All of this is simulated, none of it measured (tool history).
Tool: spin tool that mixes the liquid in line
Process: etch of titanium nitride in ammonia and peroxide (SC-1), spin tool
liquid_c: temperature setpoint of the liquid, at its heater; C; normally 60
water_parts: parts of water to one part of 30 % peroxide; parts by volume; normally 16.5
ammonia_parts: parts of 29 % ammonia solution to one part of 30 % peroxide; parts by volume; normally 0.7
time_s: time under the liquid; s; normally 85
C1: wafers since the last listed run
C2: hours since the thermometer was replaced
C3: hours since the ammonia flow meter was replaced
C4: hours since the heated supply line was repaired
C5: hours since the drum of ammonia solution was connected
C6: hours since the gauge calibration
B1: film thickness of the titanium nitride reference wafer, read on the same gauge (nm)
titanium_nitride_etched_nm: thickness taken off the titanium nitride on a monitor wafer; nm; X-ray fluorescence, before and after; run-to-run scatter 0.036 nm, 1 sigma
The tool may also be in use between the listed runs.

Run 1, day 0: usual settings; C1 0; C2 53.3; C3 1342.4; C4 2454.7; C5 793.7; C6 882.1; B1 31.37. Result: titanium_nitride_etched_nm 7.29 nm.
Run 2, day 0.504: usual settings but liquid_c 67 C, water_parts 13 parts by volume, ammonia_parts 0.85 parts by volume, time_s 35 s; C1 112; C2 65.4; C3 1354.5; C4 2466.8; C5 805.8; C6 894.2; B1 31.35. Result: titanium_nitride_etched_nm 5.52 nm.
Run 3, day 1.908: usual settings but liquid_c 63 C, water_parts 24 parts by volume, ammonia_parts 0.45 parts by volume, time_s 105 s; C1 313; C2 99.1; C3 1388.2; C4 2500.5; C5 839.5; C6 927.9; B1 31.31. Result: titanium_nitride_etched_nm 8.21 nm.
Run 4, day 2.683: usual settings; C1 173; C2 117.7; C3 1406.8; C4 2519.1; C5 858.1; C6 946.5; B1 31.36. Result: titanium_nitride_etched_nm 7.32 nm.
Run 5, day 3.683: usual settings but liquid_c 56 C, time_s 60 s; C1 223; C2 141.7; C3 1430.8; C4 2543.1; C5 882.1; C6 970.5; B1 31.39. Result: titanium_nitride_etched_nm 3.95 nm.
Run 6, day 4.562: usual settings but time_s 110 s; C1 196; C2 162.8; C3 1451.9; C4 2564.2; C5 903.2; C6 991.6; B1 31.41. Result: titanium_nitride_etched_nm 9.51 nm.
At day 4.875: heated supply line repaired.
Run 7, day 5.238: usual settings but liquid_c 69 C, water_parts 9.5 parts by volume, ammonia_parts 1 parts by volume; C1 141; C2 179; C3 1468.1; C4 8.7; C5 919.4; C6 1007.8; B1 31.34. Result: titanium_nitride_etched_nm 18.46 nm.
At day 6.4: new drum of ammonia solution connected.
Run 8, day 6.421: usual settings but liquid_c 64 C, water_parts 8.5 parts by volume, ammonia_parts 0.95 parts by volume; C1 255; C2 207.4; C3 1496.5; C4 37.1; C5 0.5; C6 1036.2; B1 31.4. Result: titanium_nitride_etched_nm 13.95 nm.
Run 9, day 7.338: usual settings but water_parts 24.5 parts by volume, ammonia_parts 0.6 parts by volume; C1 204; C2 229.4; C3 1518.5; C4 59.1; C5 22.5; C6 1058.2; B1 31.4. Result: titanium_nitride_etched_nm 5.71 nm.
At day 7.858: gauge calibrated.
Run 10, day 8.358: usual settings; C1 228; C2 253.9; C3 1543; C4 83.6; C5 47; C6 12; B1 30.1. Result: titanium_nitride_etched_nm 6.95 nm.
Run 11, day 9.396: usual settings but liquid_c 51.5 C, water_parts 20 parts by volume, ammonia_parts 0.85 parts by volume, time_s 115 s; C1 231; C2 278.8; C3 1567.9; C4 108.5; C5 71.9; C6 36.9; B1 30.17. Result: titanium_nitride_etched_nm 5.03 nm.
At day 10.092: ammonia flow meter replaced.
Run 12, day 10.633: usual settings but liquid_c 55.5 C, ammonia_parts 0.85 parts by volume; C1 267; C2 308.5; C3 13; C4 138.2; C5 101.6; C6 66.6; B1 30.26. Result: titanium_nitride_etched_nm 5.4 nm.
Run 13, day 11.138: usual settings but liquid_c 56 C, water_parts 21.5 parts by volume, ammonia_parts 0.9 parts by volume, time_s 105 s; C1 112; C2 320.6; C3 25.1; C4 150.3; C5 113.7; C6 78.7; B1 30.34. Result: titanium_nitride_etched_nm 6.09 nm.
Run 14, day 11.904: usual settings but water_parts 8.5 parts by volume, ammonia_parts 0.85 parts by volume; C1 171; C2 339; C3 43.5; C4 168.7; C5 132.1; C6 97.1; B1 30.4. Result: titanium_nitride_etched_nm 10.35 nm.
Run 15, day 13.112: usual settings; C1 270; C2 368; C3 72.5; C4 197.7; C5 161.1; C6 126.1; B1 30.46. Result: titanium_nitride_etched_nm 7.04 nm.
Run 16, day 13.883: usual settings but water_parts 20.5 parts by volume, time_s 100 s; C1 172; C2 386.5; C3 91; C4 216.2; C5 179.6; C6 144.6; B1 30.55. Result: titanium_nitride_etched_nm 7.46 nm.
Run 17, day 15.021: usual settings; C1 254; C2 413.8; C3 118.3; C4 243.5; C5 206.9; C6 171.9; B1 30.56. Result: titanium_nitride_etched_nm 7.17 nm.
Run 18, day 16.446: usual settings but liquid_c 66.5 C, water_parts 9.5 parts by volume, ammonia_parts 0.85 parts by volume, time_s 50 s; C1 318; C2 448; C3 152.5; C4 277.7; C5 241.1; C6 206.1; B1 30.66. Result: titanium_nitride_etched_nm 8.85 nm.
Run 19, day 17.629: usual settings but ammonia_parts 0.95 parts by volume; C1 264; C2 476.4; C3 180.9; C4 306.1; C5 269.5; C6 234.5; B1 30.68. Result: titanium_nitride_etched_nm 7.45 nm.
Run 20, day 18.725: usual settings but liquid_c 55.5 C, water_parts 23.5 parts by volume, ammonia_parts 0.95 parts by volume, time_s 130 s; C1 244; C2 502.7; C3 207.2; C4 332.4; C5 295.8; C6 260.8; B1 30.76. Result: titanium_nitride_etched_nm 7.02 nm.
Run 21, day 19.421: usual settings but ammonia_parts 0.9 parts by volume; C1 155; C2 519.4; C3 223.9; C4 349.1; C5 312.5; C6 277.5; B1 30.77. Result: titanium_nitride_etched_nm 7.47 nm.
Run 22, day 19.971: usual settings but liquid_c 53.5 C, water_parts 22.5 parts by volume, time_s 120 s; C1 122; C2 532.6; C3 237.1; C4 362.3; C5 325.7; C6 290.7; B1 30.8. Result: titanium_nitride_etched_nm 5.5 nm.
Run 23, day 21.108: usual settings but liquid_c 63.5 C, water_parts 12.5 parts by volume; C1 254; C2 559.9; C3 264.4; C4 389.6; C5 353; C6 318; B1 30.88. Result: titanium_nitride_etched_nm 10.47 nm.
Run 24, day 22.167: usual settings; C1 236; C2 585.3; C3 289.8; C4 415; C5 378.4; C6 343.4; B1 30.92. Result: titanium_nitride_etched_nm 7.13 nm.

Consider 4 possible next runs. They are alternatives, not a sequence: every one starts from the tool as it was left by run 24. What does each give?
Run A, day 22.183: usual settings; C1 3; C2 585.7; C3 290.2; C4 415.4; C5 378.8; C6 343.8; B1 ?. Result: titanium_nitride_etched_nm ?.
Run B, day 22.183: usual settings but time_s 120 s; C1 3; C2 585.7; C3 290.2; C4 415.4; C5 378.8; C6 343.8; B1 ?. Result: titanium_nitride_etched_nm ?.
Run C, day 22.183: usual settings but liquid_c 56 C, time_s 115 s; C1 3; C2 585.7; C3 290.2; C4 415.4; C5 378.8; C6 343.8; B1 ?. Result: titanium_nitride_etched_nm ?.
Run D, day 22.183: usual settings but water_parts 24 parts by volume, ammonia_parts 0.85 parts by volume; C1 3; C2 585.7; C3 290.2; C4 415.4; C5 378.8; C6 343.8; B1 ?. Result: titanium_nitride_etched_nm ?.

run    B1  titanium_nitride_etched_nm
  A  30.9                        7.14
  B  30.9                       10.08
  C  30.9                        7.41
  D  30.9                        6.02
The same runs, with their run-to-run variation unchanged, on a tool lacking any hidden condition would have given:
run  titanium_nitride_etched_nm
  A                        6.93
  B                        9.79
  C                         7.2
  D                        5.84
